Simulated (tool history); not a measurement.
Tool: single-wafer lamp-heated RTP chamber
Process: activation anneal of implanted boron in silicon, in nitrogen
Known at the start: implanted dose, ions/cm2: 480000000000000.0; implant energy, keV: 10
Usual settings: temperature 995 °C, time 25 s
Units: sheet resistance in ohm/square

run,day,temperature,time,wafers since the last listed run,wafers since the last pyrometer calibration,wafers since the reflector plate was cleaned,hours since the gauge calibration,"read-back reference wafer on the same gauge, sheet resistance",sheet resistance
1,0.000,978,37,0,3262,4035,55.3,261.97,223.02
2,1.417,978,37,552,3814,4587,89.3,261.78,221.59
3,2.133,978,37,279,4093,4866,106.5,262.07,222.30
4,2.429,1008,35,115,4208,4981,113.6,262.14,216.58
5,3.171,995,25,289,4497,5270,131.4,261.91,218.86
6,3.446,995,25,107,4604,5378,138.0,261.95,218.95
7,3.708,995,25,102,4707,5480,144.3,262.00,218.46
8,4.117,995,25,159,4866,5639,154.1,261.97,219.50
9,4.467,979,25,136,5002,5775,162.5,261.98,222.73
10,5.079,979,25,238,5241,6014,177.2,262.19,221.94
11,5.508,995,25,167,5408,6181,187.5,262.21,218.65
12,6.067,995,16,217,5626,6399,200.9,261.86,218.64
13,6.408,995,25,133,5759,6532,209.1,261.99,218.93
# day 6.854: pyrometer window cleaned and pyrometer calibrated
14,6.875,995,25,51,7,6584,220.3,262.01,220.27
15,7.004,995,25,50,58,6634,223.4,261.89,220.60
16,7.608,1007,28,235,293,6870,237.9,262.05,218.57
# day 7.758: gauge calibrated
17,8.004,978,37,154,447,7024,5.9,261.90,225.14
18,8.354,1003,32,136,584,7160,14.3,261.96,217.71
# day 8.708: reflector plate cleaned
19,9.079,973,36,152,736,143,31.7,262.01,227.19
20,9.829,1009,25,292,1029,436,49.7,261.99,217.44
21,10.312,1017,16,188,1217,624,61.3,262.17,217.64
22,10.912,1023,40,233,1451,858,75.7,261.92,215.44
23,11.808,973,33,349,1800,1207,97.2,262.01,226.88
24,12.475,995,25,259,2060,1467,113.2,262.02,219.50
25,12.817,1019,16,133,2193,1600,121.4,261.96,218.19
26,13.554,983,34,287,2480,1887,139.1,262.05,222.09
27,14.246,1012,11,269,2750,2157,155.7,261.98,217.79
28,14.775,1009,38,206,2956,2363,168.4,262.06,216.64
29,15.425,995,14,253,3209,2616,184.0,262.18,220.17
30,15.742,975,18,123,3333,2740,191.6,262.02,226.67
31,16.488,995,25,290,3623,3030,209.5,261.96,218.45
32,17.183,978,25,271,3895,3302,226.2,262.01,223.58
33,17.446,995,25,102,3997,3404,232.5,262.13,219.61

How the hidden state differs across the entries between the runs, from the last listed run before each to the first after it:
Between runs 13 and 14: pyrometer window cleaned and pyrometer calibrated (day 6.854)
  true wafer temperature minus pyrometer reading, K: 11.8 -> 0.217
  measured less the result without the state, sheet resistance: -2.22 -> -0.06 ohm/square
Between runs 16 and 17: gauge calibrated (day 7.758)
  true wafer temperature minus pyrometer reading, K: 0.769 -> 1.07
  measured less the result without the state, sheet resistance: -0.10 -> -0.54 ohm/square
Between runs 18 and 19: reflector plate cleaned (day 8.708)
  true wafer temperature minus pyrometer reading, K: 1.33 -> 1.88
  measured less the result without the state, sheet resistance: -0.20 -> -1.22 ohm/square

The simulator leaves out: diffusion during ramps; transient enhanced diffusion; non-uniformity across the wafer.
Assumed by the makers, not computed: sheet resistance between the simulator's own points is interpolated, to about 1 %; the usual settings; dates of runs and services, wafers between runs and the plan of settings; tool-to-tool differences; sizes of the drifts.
